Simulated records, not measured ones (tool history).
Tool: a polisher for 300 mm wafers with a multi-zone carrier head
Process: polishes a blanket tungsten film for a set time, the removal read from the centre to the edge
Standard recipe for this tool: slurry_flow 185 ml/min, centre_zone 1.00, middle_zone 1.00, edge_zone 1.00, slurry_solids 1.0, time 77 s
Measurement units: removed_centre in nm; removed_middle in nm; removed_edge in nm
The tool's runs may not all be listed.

run	hour	slurry_flow	centre_zone	middle_zone	edge_zone	slurry_solids	time	incoming thickness of the incoming film, nm	removed_centre	removed_middle	removed_edge
1	0.0	185	1.06	1.00	1.00	1.0	77	1438.5	491.7	449.2	469.2
2	61.6	185	1.06	1.00	1.00	1.0	77	1417.5	492.1	451.8	460.5
# hour 108.5: slurry nozzle cleaned
3	113.2	185	1.06	1.00	1.00	1.0	77	1450.9	494.9	453.5	461.3
4	143.7	185	1.00	1.00	1.00	1.0	60	1434.1	365.6	351.4	358.8
# hour 173.9: worn pad replaced by a new one
# hour 181.6: carrier head's membrane replaced by a new one
5	198.0	185	1.00	1.00	1.00	1.0	60	1416.8	363.4	354.7	358.2
6	242.2	185	1.00	1.00	1.00	1.0	60	1424.9	366.3	350.2	360.1
7	283.7	185	1.00	0.96	1.00	1.0	77	1438.3	464.8	433.9	462.3
# hour 305.2: slurry nozzle cleaned
8	320.1	185	1.00	1.00	1.00	1.0	77	1426.4	468.2	448.4	469.7
# hour 393.7: worn pad replaced by a new one
# hour 395.0: centre zone pressure recalibrated
9	395.5	185	1.00	1.00	1.00	1.0	77	1444.1	434.5	454.6	463.6
10	417.7	185	1.00	1.00	1.00	1.0	92	1423.7	526.1	539.4	564.8
11	476.4	240	1.08	0.89	1.00	1.0	77	1426.3	508.1	444.2	472.5
12	505.9	185	1.00	0.90	1.00	1.0	77	1420.3	451.7	424.7	464.1
# hour 527.6: slurry nozzle cleaned
# hour 539.8: edge zone pressure recalibrated
13	565.6	185	1.00	1.00	1.00	1.1	77	1434.7	466.0	464.4	466.2
# hour 589.4: worn pad replaced by a new one
14	617.1	185	1.00	1.00	1.00	1.0	77	1423.8	455.4	450.2	469.7
15	648.6	245	1.00	1.00	1.00	1.0	77	1442.0	475.9	471.4	474.1
# hour 720.1: slurry nozzle cleaned
# hour 746.4: carrier head's membrane replaced by a new one
# hour 765.7: worn pad replaced by a new one
16	846.4	185	0.88	0.93	1.07	0.9	77	1421.9	397.0	419.9	474.2
# hour 900.8: slurry nozzle cleaned
17	903.3	185	1.00	1.00	1.00	1.1	103	1440.8	632.0	612.0	633.2
18	958.2	185	1.00	1.00	1.00	1.0	77	1438.4	463.8	455.6	463.7
# hour 967.3: centre zone pressure recalibrated
# hour 985.7: worn pad replaced by a new one
19	1024.3	160	0.94	1.00	1.00	1.2	64	1416.1	350.0	389.6	399.0

Predict each of these 4 candidate next runs independently; none follows another, all start after run 19:
A	1024.8	185	1.00	1.00	1.00	0.9	77	1431.0	?	?	?
B	1024.8	185	1.00	1.00	1.00	1.0	69	1431.0	?	?	?
C	1024.8	140	1.04	1.00	1.12	1.0	60	1431.0	?	?	?
D	1024.8	185	1.00	1.00	1.07	1.0	77	1431.0	?	?	?

run	removed_centre	removed_middle	removed_edge
A	434.5	445.9	450.6
B	398.4	408.8	413.1
C	340.7	338.1	366.6
D	444.6	456.2	476.6
Take away the tool's hidden state, keep each run's random variation, and the runs would have read:
run	removed_centre	removed_middle	removed_edge
A	429.9	445.9	450.6
B	394.2	408.8	413.1
C	337.1	338.1	366.6
D	439.9	456.2	476.6

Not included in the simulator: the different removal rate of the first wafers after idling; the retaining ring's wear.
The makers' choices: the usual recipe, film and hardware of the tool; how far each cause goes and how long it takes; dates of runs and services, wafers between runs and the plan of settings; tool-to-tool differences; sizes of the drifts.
